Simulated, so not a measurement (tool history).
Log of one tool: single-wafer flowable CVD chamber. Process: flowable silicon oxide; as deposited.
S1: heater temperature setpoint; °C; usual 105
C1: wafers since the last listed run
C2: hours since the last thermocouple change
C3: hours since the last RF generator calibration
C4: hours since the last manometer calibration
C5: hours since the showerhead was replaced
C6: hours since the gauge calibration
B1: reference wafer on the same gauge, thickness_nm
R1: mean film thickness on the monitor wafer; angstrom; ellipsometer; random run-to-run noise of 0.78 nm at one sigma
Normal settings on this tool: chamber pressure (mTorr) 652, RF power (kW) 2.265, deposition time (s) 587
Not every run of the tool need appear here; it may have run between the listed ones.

run 1 day=0 | S1=105 chamber_pressure_(mTorr)=652 RF_power_(kW)=2.265 deposition_time_(s)=677 | C1=0 C2=2189.7 C3=2569.9 C4=1583.6 C5=3008.9 C6=76.1 | B1=255.763 | R1=2561.49
run 2 day=0.554 | S1=105 chamber_pressure_(mTorr)=652 RF_power_(kW)=2.265 deposition_time_(s)=587 | C1=29 C2=2203 C3=2583.2 C4=1596.9 C5=3022.2 C6=89.4 | B1=255.498 | R1=2228.98
-- day=0.904 capacitance manometer re-zeroed and calibrated
-- day=1.167 showerhead replaced
run 3 day=1.242 | S1=105 chamber_pressure_(mTorr)=587 RF_power_(kW)=2.265 deposition_time_(s)=587 | C1=4 C2=2219.5 C3=2599.7 C4=8.1 C5=1.8 C6=105.9 | B1=255.702 | R1=1907.52
run 4 day=1.512 | S1=105 chamber_pressure_(mTorr)=587 RF_power_(kW)=2.265 deposition_time_(s)=587 | C1=14 C2=2226 C3=2606.2 C4=14.6 C5=8.3 C6=112.4 | B1=256.132 | R1=1919.48
run 5 day=1.833 | S1=105 chamber_pressure_(mTorr)=652 RF_power_(kW)=2.265 deposition_time_(s)=587 | C1=17 C2=2233.7 C3=2613.9 C4=22.3 C5=16 C6=120.1 | B1=256.049 | R1=2124.07
run 6 day=2.212 | S1=102 chamber_pressure_(mTorr)=652 RF_power_(kW)=2.6 deposition_time_(s)=587 | C1=20 C2=2242.8 C3=2623 C4=31.4 C5=25.1 C6=129.2 | B1=255.867 | R1=2408.31
-- day=2.633 RF generator calibrated
run 7 day=2.762 | S1=102 chamber_pressure_(mTorr)=652 RF_power_(kW)=2.6 deposition_time_(s)=587 | C1=11 C2=2256 C3=3.1 C4=44.6 C5=38.3 C6=142.4 | B1=256.174 | R1=2401.64
run 8 day=3.267 | S1=105 chamber_pressure_(mTorr)=652 RF_power_(kW)=2.265 deposition_time_(s)=587 | C1=27 C2=2268.1 C3=15.2 C4=56.7 C5=50.4 C6=154.5 | B1=256.075 | R1=2124.8
run 9 day=3.708 | S1=98 chamber_pressure_(mTorr)=652 RF_power_(kW)=2.265 deposition_time_(s)=649 | C1=23 C2=2278.7 C3=25.8 C4=67.3 C5=61 C6=165.1 | B1=256.224 | R1=3059.01
run 10 day=4.254 | S1=105 chamber_pressure_(mTorr)=652 RF_power_(kW)=2.265 deposition_time_(s)=587 | C1=29 C2=2291.8 C3=38.9 C4=80.4 C5=74.1 C6=178.2 | B1=255.808 | R1=2111.82
run 11 day=4.862 | S1=98 chamber_pressure_(mTorr)=652 RF_power_(kW)=2.265 deposition_time_(s)=649 | C1=32 C2=2306.4 C3=53.5 C4=95 C5=88.7 C6=192.8 | B1=256.303 | R1=3037.62
-- day=5.408 capacitance manometer re-zeroed and calibrated, repeated, since the last time left the tool worse
run 12 day=5.438 | S1=105 chamber_pressure_(mTorr)=652 RF_power_(kW)=2.265 deposition_time_(s)=587 | C1=12 C2=2320.2 C3=67.3 C4=0.7 C5=102.5 C6=206.6 | B1=256.002 | R1=2357.76
run 13 day=5.812 | S1=114 chamber_pressure_(mTorr)=747 RF_power_(kW)=2.14 deposition_time_(s)=501 | C1=20 C2=2329.2 C3=76.3 C4=9.7 C5=111.5 C6=215.6 | B1=255.94 | R1=1660.1
-- day=6.25 thermocouple changed; heater temperature recalibrated
run 14 day=6.475 | S1=115 chamber_pressure_(mTorr)=652 RF_power_(kW)=2.475 deposition_time_(s)=514 | C1=17 C2=5.4 C3=92.2 C4=25.6 C5=127.4 C6=231.5 | B1=256.032 | R1=1434.08
run 15 day=7.188 | S1=105 chamber_pressure_(mTorr)=500 RF_power_(kW)=2.265 deposition_time_(s)=587 | C1=38 C2=22.5 C3=109.3 C4=42.7 C5=144.5 C6=248.6 | B1=256.221 | R1=1798.95
run 16 day=7.675 | S1=105 chamber_pressure_(mTorr)=652 RF_power_(kW)=2.265 deposition_time_(s)=482 | C1=26 C2=34.2 C3=121 C4=54.4 C5=156.2 C6=260.3 | B1=255.962 | R1=1912.15
run 17 day=8.125 | S1=93 chamber_pressure_(mTorr)=589 RF_power_(kW)=1.825 deposition_time_(s)=506 | C1=24 C2=45 C3=131.8 C4=65.2 C5=167 C6=271.1 | B1=256.075 | R1=2812.45
-- day=8.562 gauge calibrated
run 18 day=8.838 | S1=99 chamber_pressure_(mTorr)=652 RF_power_(kW)=2.265 deposition_time_(s)=587 | C1=38 C2=62.1 C3=148.9 C4=82.3 C5=184.1 C6=6.6 | B1=256.155 | R1=2937.51
run 19 day=9.317 | S1=115 chamber_pressure_(mTorr)=652 RF_power_(kW)=2.265 deposition_time_(s)=587 | C1=25 C2=73.6 C3=160.4 C4=93.8 C5=195.6 C6=18.1 | B1=255.968 | R1=1629.3
run 20 day=9.821 | S1=105 chamber_pressure_(mTorr)=652 RF_power_(kW)=2.265 deposition_time_(s)=587 | C1=27 C2=85.7 C3=172.5 C4=105.9 C5=207.7 C6=30.2 | B1=256.145 | R1=2323.58
run 21 day=10.567 | S1=116 chamber_pressure_(mTorr)=704 RF_power_(kW)=1.91 deposition_time_(s)=637 | C1=40 C2=103.6 C3=190.4 C4=123.8 C5=225.6 C6=48.1 | B1=256.467 | R1=1813.91
run 22 day=11.217 | S1=93 chamber_pressure_(mTorr)=504 RF_power_(kW)=2.095 deposition_time_(s)=515 | C1=34 C2=119.2 C3=206 C4=139.4 C5=241.2 C6=63.7 | B1=255.967 | R1=2484.59
run 23 day=11.629 | S1=105 chamber_pressure_(mTorr)=652 RF_power_(kW)=2.265 deposition_time_(s)=587 | C1=22 C2=129.1 C3=215.9 C4=149.3 C5=251.1 C6=73.6 | B1=255.986 | R1=2328.02
run 24 day=12.288 | S1=113 chamber_pressure_(mTorr)=784 RF_power_(kW)=2.39 deposition_time_(s)=699 | C1=35 C2=144.9 C3=231.7 C4=165.1 C5=266.9 C6=89.4 | B1=256.106 | R1=2511.64
run 25 day=12.896 | S1=105 chamber_pressure_(mTorr)=652 RF_power_(kW)=2.265 deposition_time_(s)=587 | C1=32 C2=159.5 C3=246.3 C4=179.7 C5=281.5 C6=104 | B1=255.96 | R1=2313.57
run 26 day=13.196 | S1=95 chamber_pressure_(mTorr)=791 RF_power_(kW)=2.62 deposition_time_(s)=508 | C1=16 C2=166.7 C3=253.5 C4=186.9 C5=288.7 C6=111.2 | B1=256.265 | R1=3604.19
run 27 day=13.921 | S1=105 chamber_pressure_(mTorr)=652 RF_power_(kW)=2.265 deposition_time_(s)=587 | C1=38 C2=184.1 C3=270.9 C4=204.3 C5=306.1 C6=128.6 | B1=256.048 | R1=2318.78

Below are 5 alternative next runs, each starting from the tool's condition after run 27. Predict each:
run A day=13.946 | S1=105 chamber_pressure_(mTorr)=652 RF_power_(kW)=2.5 deposition_time_(s)=587 | C1=1 C2=184.7 C3=271.5 C4=204.9 C5=306.7 C6=129.2 | B1=? | R1=?
run B day=13.946 | S1=105 chamber_pressure_(mTorr)=652 RF_power_(kW)=2.605 deposition_time_(s)=587 | C1=1 C2=184.7 C3=271.5 C4=204.9 C5=306.7 C6=129.2 | B1=? | R1=?
run C day=13.946 | S1=101 chamber_pressure_(mTorr)=720 RF_power_(kW)=2.69 deposition_time_(s)=636 | C1=1 C2=184.7 C3=271.5 C4=204.9 C5=306.7 C6=129.2 | B1=? | R1=?
run D day=13.946 | S1=105 chamber_pressure_(mTorr)=714 RF_power_(kW)=2.265 deposition_time_(s)=587 | C1=1 C2=184.7 C3=271.5 C4=204.9 C5=306.7 C6=129.2 | B1=? | R1=?
run E day=13.946 | S1=105 chamber_pressure_(mTorr)=546 RF_power_(kW)=2.04 deposition_time_(s)=654 | C1=1 C2=184.7 C3=271.5 C4=204.9 C5=306.7 C6=129.2 | B1=? | R1=?

run=A B1=255.784 R1=2328.43
run=B B1=255.784 R1=2335.84
run=C B1=255.784 R1=3271.8
run=D B1=255.784 R1=2533.86
run=E B1=255.784 R1=2138.94
With the hidden condition removed and each run's random variation left untouched, the same runs would have given:
run=A R1=2363.12
run=B R1=2370.64
run=C R1=3320.55
run=D R1=2571.61
run=E R1=2172.02
